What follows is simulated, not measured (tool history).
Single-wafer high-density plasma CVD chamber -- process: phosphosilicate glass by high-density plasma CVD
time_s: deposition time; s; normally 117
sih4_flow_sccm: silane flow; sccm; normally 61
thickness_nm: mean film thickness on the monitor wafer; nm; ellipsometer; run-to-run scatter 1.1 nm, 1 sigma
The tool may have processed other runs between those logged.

run	day	time_s	sih4_flow_sccm	wafers since the last listed run	hours since the silane flow controller was replaced	hours since the gauge calibration	read-back reference wafer on the same gauge, thickness_nm	thickness_nm
1	0.000	117	61	0	4161.9	100.5	761.324	774.184
2	0.496	117	61	115	4173.8	112.4	762.093	774.603
3	0.950	117	61	105	4184.7	123.3	761.951	775.074
4	1.529	117	58	134	4198.6	137.2	761.901	736.239
5	1.908	117	58	88	4207.7	146.3	761.785	734.740
6	2.454	117	58	126	4220.8	159.4	761.776	734.371
7	2.912	117	70	106	4231.8	170.4	762.177	889.318
8	3.612	103	61	162	4248.6	187.2	761.911	681.963
9	3.933	117	61	74	4256.3	194.9	761.998	773.291
10	4.467	117	61	123	4269.1	207.7	762.093	774.510
11	5.092	101	61	145	4284.1	222.7	762.333	668.569
12	5.442	108	69	81	4292.5	231.1	761.931	807.997
13	6.125	108	69	158	4308.9	247.5	761.841	808.801
14	6.838	108	69	165	4326.0	264.6	762.293	809.003
15	7.504	117	61	154	4342.0	280.6	762.070	775.160
16	7.946	117	61	102	4352.6	291.2	761.674	773.030
17	8.442	117	61	115	4364.5	303.1	761.361	774.438
18	9.175	117	61	170	4382.1	320.7	761.944	775.527
# day 9.646: silane flow controller replaced
19	9.667	117	61	36	0.5	332.5	761.896	739.339
20	9.858	117	61	44	5.1	337.1	762.260	741.789
21	10.546	117	61	159	21.6	353.6	762.123	742.340
22	12.712	117	61	503	73.6	405.6	761.855	742.416
23	13.062	135	50	81	82.0	414.0	761.934	701.281
24	13.679	117	61	143	96.8	428.8	761.872	744.283
25	14.258	117	61	134	110.7	442.7	762.179	743.355
26	14.900	117	56	148	126.1	458.1	762.133	682.270
27	15.425	136	61	121	138.7	470.7	762.023	866.350
28	16.050	102	61	145	153.7	485.7	761.940	650.332
29	16.625	102	56	133	167.5	499.5	762.071	595.647
30	18.312	117	61	391	208.0	540.0	761.952	745.861
31	18.767	117	61	105	218.9	550.9	761.786	747.050
# day 19.083: gauge calibrated
32	19.138	101	55	86	227.8	1.3	762.003	580.520
33	19.704	117	61	131	241.4	14.9	761.556	746.312
34	20.342	138	53	148	256.7	30.2	761.879	766.317
35	21.042	117	54	162	273.5	47.0	762.356	659.953
36	21.300	110	61	59	279.7	53.2	762.472	702.544
37	21.617	129	65	73	287.3	60.8	762.078	878.297
38	22.338	105	58	167	304.6	78.1	762.105	638.349
39	22.754	139	70	96	314.6	88.1	761.592	1021.979
40	23.208	133	61	105	325.5	99.0	762.300	849.804
41	23.862	117	50	151	341.2	114.7	762.193	614.380
42	24.375	104	61	118	353.5	127.0	762.008	663.839
43	25.046	117	61	155	369.6	143.1	761.896	747.856

Branching from run 43: 3 alternative next runs. What would each branch give?
A	25.062	128	61	3	370.0	143.5	?	?
B	25.062	140	61	3	370.0	143.5	?	?
C	25.062	127	49	3	370.0	143.5	?	?

run	read-back reference wafer on the same gauge, thickness_nm	thickness_nm
A	761.659	817.651
B	761.659	894.306
C	761.659	651.671
The same runs, with their run-to-run variation unchanged, on a tool lacking any hidden condition would have given:
run	thickness_nm
A	801.460
B	876.597
C	638.766
